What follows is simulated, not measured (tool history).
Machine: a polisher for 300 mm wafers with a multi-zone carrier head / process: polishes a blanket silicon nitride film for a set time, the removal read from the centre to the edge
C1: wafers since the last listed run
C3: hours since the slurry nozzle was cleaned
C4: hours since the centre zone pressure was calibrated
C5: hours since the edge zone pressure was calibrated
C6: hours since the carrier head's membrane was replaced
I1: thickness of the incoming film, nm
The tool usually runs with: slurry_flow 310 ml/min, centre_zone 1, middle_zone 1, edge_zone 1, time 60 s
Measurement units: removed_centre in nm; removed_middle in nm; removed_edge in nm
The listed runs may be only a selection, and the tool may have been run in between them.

{"run": 1, "hour": 0.0, "slurry_flow": 350, "centre_zone": 0.92, "middle_zone": 1, "edge_zone": 1, "time": 60, "C1": 0, "wafers polished on this pad": 268, "C3": 334, "C4": 801.6, "C5": 11.4, "C6": 1127.5, "I1": 427.5, "removed_centre": 145.1, "removed_middle": 158.5, "removed_edge": 155.5}
{"run": 2, "hour": 46.9, "slurry_flow": 255, "centre_zone": 1, "middle_zone": 1, "edge_zone": 1, "time": 48, "C1": 392, "wafers polished on this pad": 660, "C3": 380.9, "C4": 848.5, "C5": 58.3, "C6": 1174.4, "I1": 415.8, "removed_centre": 117.1, "removed_middle": 116.4, "removed_edge": 117}
{"run": 3, "hour": 58.8, "slurry_flow": 310, "centre_zone": 1, "middle_zone": 1, "edge_zone": 1, "time": 52, "C1": 99, "wafers polished on this pad": 760, "C3": 392.8, "C4": 860.4, "C5": 70.2, "C6": 1186.3, "I1": 422.3, "removed_centre": 129, "removed_middle": 126.2, "removed_edge": 128.5}
{"hour": 78.6, "done": "worn pad replaced by a new one"}
{"run": 4, "hour": 79.1, "slurry_flow": 310, "centre_zone": 1, "middle_zone": 1, "edge_zone": 1, "time": 60, "C1": 136, "wafers polished on this pad": 4, "C3": 413.1, "C4": 880.7, "C5": 90.5, "C6": 1206.6, "I1": 412, "removed_centre": 154.2, "removed_middle": 156.1, "removed_edge": 155}
{"run": 5, "hour": 93.4, "slurry_flow": 355, "centre_zone": 0.97, "middle_zone": 0.97, "edge_zone": 0.9, "time": 60, "C1": 119, "wafers polished on this pad": 123, "C3": 427.4, "C4": 895, "C5": 104.8, "C6": 1220.9, "I1": 414.9, "removed_centre": 153.7, "removed_middle": 152.3, "removed_edge": 148.7}
{"run": 6, "hour": 139.7, "slurry_flow": 310, "centre_zone": 1.07, "middle_zone": 1, "edge_zone": 1, "time": 60, "C1": 387, "wafers polished on this pad": 510, "C3": 473.7, "C4": 941.3, "C5": 151.1, "C6": 1267.2, "I1": 422.1, "removed_centre": 163.7, "removed_middle": 155, "removed_edge": 152.3}
{"hour": 143.7, "done": "centre zone pressure recalibrated"}
{"run": 7, "hour": 154.2, "slurry_flow": 310, "centre_zone": 0.95, "middle_zone": 1, "edge_zone": 1.11, "time": 73, "C1": 104, "wafers polished on this pad": 615, "C3": 488.2, "C4": 10.5, "C5": 165.6, "C6": 1281.7, "I1": 427.2, "removed_centre": 174.5, "removed_middle": 181.2, "removed_edge": 192.5}
{"hour": 187.4, "done": "worn pad replaced by a new one"}
{"hour": 187.9, "done": "carrier head's membrane replaced by a new one"}
{"run": 8, "hour": 191.9, "slurry_flow": 310, "centre_zone": 1, "middle_zone": 1, "edge_zone": 1.1, "time": 60, "C1": 277, "wafers polished on this pad": 33, "C3": 525.9, "C4": 48.2, "C5": 203.3, "C6": 4, "I1": 429.5, "removed_centre": 154.3, "removed_middle": 153.4, "removed_edge": 162.8}
{"run": 9, "hour": 202.9, "slurry_flow": 310, "centre_zone": 1, "middle_zone": 1, "edge_zone": 1.07, "time": 39, "C1": 91, "wafers polished on this pad": 125, "C3": 536.9, "C4": 59.2, "C5": 214.3, "C6": 15, "I1": 414.8, "removed_centre": 100, "removed_middle": 98.9, "removed_edge": 103.2}
{"hour": 211.4, "done": "slurry nozzle cleaned"}
{"run": 10, "hour": 215.1, "slurry_flow": 310, "centre_zone": 1, "middle_zone": 1, "edge_zone": 0.88, "time": 60, "C1": 93, "wafers polished on this pad": 218, "C3": 3.7, "C4": 71.4, "C5": 226.5, "C6": 27.2, "I1": 422.4, "removed_centre": 152.9, "removed_middle": 151.4, "removed_edge": 145.2}
{"run": 11, "hour": 221.3, "slurry_flow": 310, "centre_zone": 1, "middle_zone": 1, "edge_zone": 1, "time": 60, "C1": 51, "wafers polished on this pad": 270, "C3": 9.9, "C4": 77.6, "C5": 232.7, "C6": 33.4, "I1": 423.1, "removed_centre": 154, "removed_middle": 150.9, "removed_edge": 154.4}
{"run": 12, "hour": 228.5, "slurry_flow": 310, "centre_zone": 1, "middle_zone": 1, "edge_zone": 0.91, "time": 69, "C1": 60, "wafers polished on this pad": 330, "C3": 17.1, "C4": 84.8, "C5": 239.9, "C6": 40.6, "I1": 418.2, "removed_centre": 174.8, "removed_middle": 173.3, "removed_edge": 166.3}
{"run": 13, "hour": 237.6, "slurry_flow": 310, "centre_zone": 1.1, "middle_zone": 1, "edge_zone": 1, "time": 52, "C1": 76, "wafers polished on this pad": 406, "C3": 26.2, "C4": 93.9, "C5": 249, "C6": 49.7, "I1": 421.5, "removed_centre": 142.6, "removed_middle": 135.1, "removed_edge": 132.5}
{"run": 14, "hour": 253.2, "slurry_flow": 310, "centre_zone": 1, "middle_zone": 1, "edge_zone": 1, "time": 60, "C1": 130, "wafers polished on this pad": 537, "C3": 41.8, "C4": 109.5, "C5": 264.6, "C6": 65.3, "I1": 424.8, "removed_centre": 149.8, "removed_middle": 149.9, "removed_edge": 149.6}
{"run": 15, "hour": 259.5, "slurry_flow": 310, "centre_zone": 1, "middle_zone": 1, "edge_zone": 1, "time": 60, "C1": 52, "wafers polished on this pad": 590, "C3": 48.1, "C4": 115.8, "C5": 270.9, "C6": 71.6, "I1": 420.5, "removed_centre": 149.7, "removed_middle": 152.5, "removed_edge": 150.8}
{"run": 16, "hour": 266.1, "slurry_flow": 310, "centre_zone": 1, "middle_zone": 1, "edge_zone": 1, "time": 66, "C1": 55, "wafers polished on this pad": 645, "C3": 54.7, "C4": 122.4, "C5": 277.5, "C6": 78.2, "I1": 417.3, "removed_centre": 163.8, "removed_middle": 166, "removed_edge": 162.5}
{"run": 17, "hour": 272.2, "slurry_flow": 310, "centre_zone": 1.12, "middle_zone": 1, "edge_zone": 1, "time": 43, "C1": 51, "wafers polished on this pad": 696, "C3": 60.8, "C4": 128.5, "C5": 283.6, "C6": 84.3, "I1": 417.7, "removed_centre": 120.1, "removed_middle": 102.9, "removed_edge": 107.1}
{"run": 18, "hour": 287.3, "slurry_flow": 205, "centre_zone": 1.1, "middle_zone": 1, "edge_zone": 1.08, "time": 60, "C1": 126, "wafers polished on this pad": 822, "C3": 75.9, "C4": 143.6, "C5": 298.7, "C6": 99.4, "I1": 421.7, "removed_centre": 149, "removed_middle": 137.7, "removed_edge": 143}
{"run": 19, "hour": 294.4, "slurry_flow": 310, "centre_zone": 1, "middle_zone": 1, "edge_zone": 1, "time": 60, "C1": 59, "wafers polished on this pad": 881, "C3": 83, "C4": 150.7, "C5": 305.8, "C6": 106.5, "I1": 427, "removed_centre": 144.9, "removed_middle": 142.9, "removed_edge": 145.2}
{"hour": 299.8, "done": "worn pad replaced by a new one"}
{"run": 20, "hour": 309.4, "slurry_flow": 310, "centre_zone": 1, "middle_zone": 1, "edge_zone": 1, "time": 60, "C1": 91, "wafers polished on this pad": 80, "C3": 98, "C4": 165.7, "C5": 320.8, "C6": 121.5, "I1": 422.2, "removed_centre": 155.6, "removed_middle": 152.3, "removed_edge": 154.9}
{"run": 21, "hour": 327.1, "slurry_flow": 310, "centre_zone": 1.04, "middle_zone": 1, "edge_zone": 1.08, "time": 78, "C1": 148, "wafers polished on this pad": 228, "C3": 115.7, "C4": 183.4, "C5": 338.5, "C6": 139.2, "I1": 415.3, "removed_centre": 207.9, "removed_middle": 203, "removed_edge": 208.5}

What if the next run were any one of these 5? Each begins from the tool's condition after run 21:
{"run": "A", "hour": 327.5, "slurry_flow": 310, "centre_zone": 1, "middle_zone": 1, "edge_zone": 0.93, "time": 60, "C1": 3, "wafers polished on this pad": 231, "C3": 116.1, "C4": 183.8, "C5": 338.9, "C6": 139.6, "I1": 425.5, "removed_centre": "?", "removed_middle": "?", "removed_edge": "?"}
{"run": "B", "hour": 327.5, "slurry_flow": 310, "centre_zone": 0.94, "middle_zone": 0.95, "edge_zone": 1.09, "time": 60, "C1": 3, "wafers polished on this pad": 231, "C3": 116.1, "C4": 183.8, "C5": 338.9, "C6": 139.6, "I1": 425.5, "removed_centre": "?", "removed_middle": "?", "removed_edge": "?"}
{"run": "C", "hour": 327.5, "slurry_flow": 210, "centre_zone": 1, "middle_zone": 1, "edge_zone": 1, "time": 60, "C1": 3, "wafers polished on this pad": 231, "C3": 116.1, "C4": 183.8, "C5": 338.9, "C6": 139.6, "I1": 425.5, "removed_centre": "?", "removed_middle": "?", "removed_edge": "?"}
{"run": "D", "hour": 327.5, "slurry_flow": 310, "centre_zone": 1, "middle_zone": 1.12, "edge_zone": 1, "time": 60, "C1": 3, "wafers polished on this pad": 231, "C3": 116.1, "C4": 183.8, "C5": 338.9, "C6": 139.6, "I1": 425.5, "removed_centre": "?", "removed_middle": "?", "removed_edge": "?"}
{"run": "E", "hour": 327.5, "slurry_flow": 235, "centre_zone": 0.88, "middle_zone": 0.9, "edge_zone": 1, "time": 43, "C1": 3, "wafers polished on this pad": 231, "C3": 116.1, "C4": 183.8, "C5": 338.9, "C6": 139.6, "I1": 425.5, "removed_centre": "?", "removed_middle": "?", "removed_edge": "?"}

run=A removed_centre=155.3 removed_middle=154.5 removed_edge=150.5
run=B removed_centre=146.5 removed_middle=148 removed_edge=162.7
run=C removed_centre=146.1 removed_middle=146.2 removed_edge=149.5
run=D removed_centre=155.4 removed_middle=170.1 removed_edge=155.6
run=E removed_centre=94.9 removed_middle=97.8 removed_edge=108.8
Without the tool's unlogged condition, the same runs would have read:
run=A removed_centre=156.3 removed_middle=155.5 removed_edge=151.5
run=B removed_centre=147.5 removed_middle=148.9 removed_edge=163.8
run=C removed_centre=147.1 removed_middle=147.2 removed_edge=150.5
run=D removed_centre=156.4 removed_middle=171.2 removed_edge=156.6
run=E removed_centre=95.5 removed_middle=98.5 removed_edge=109.5
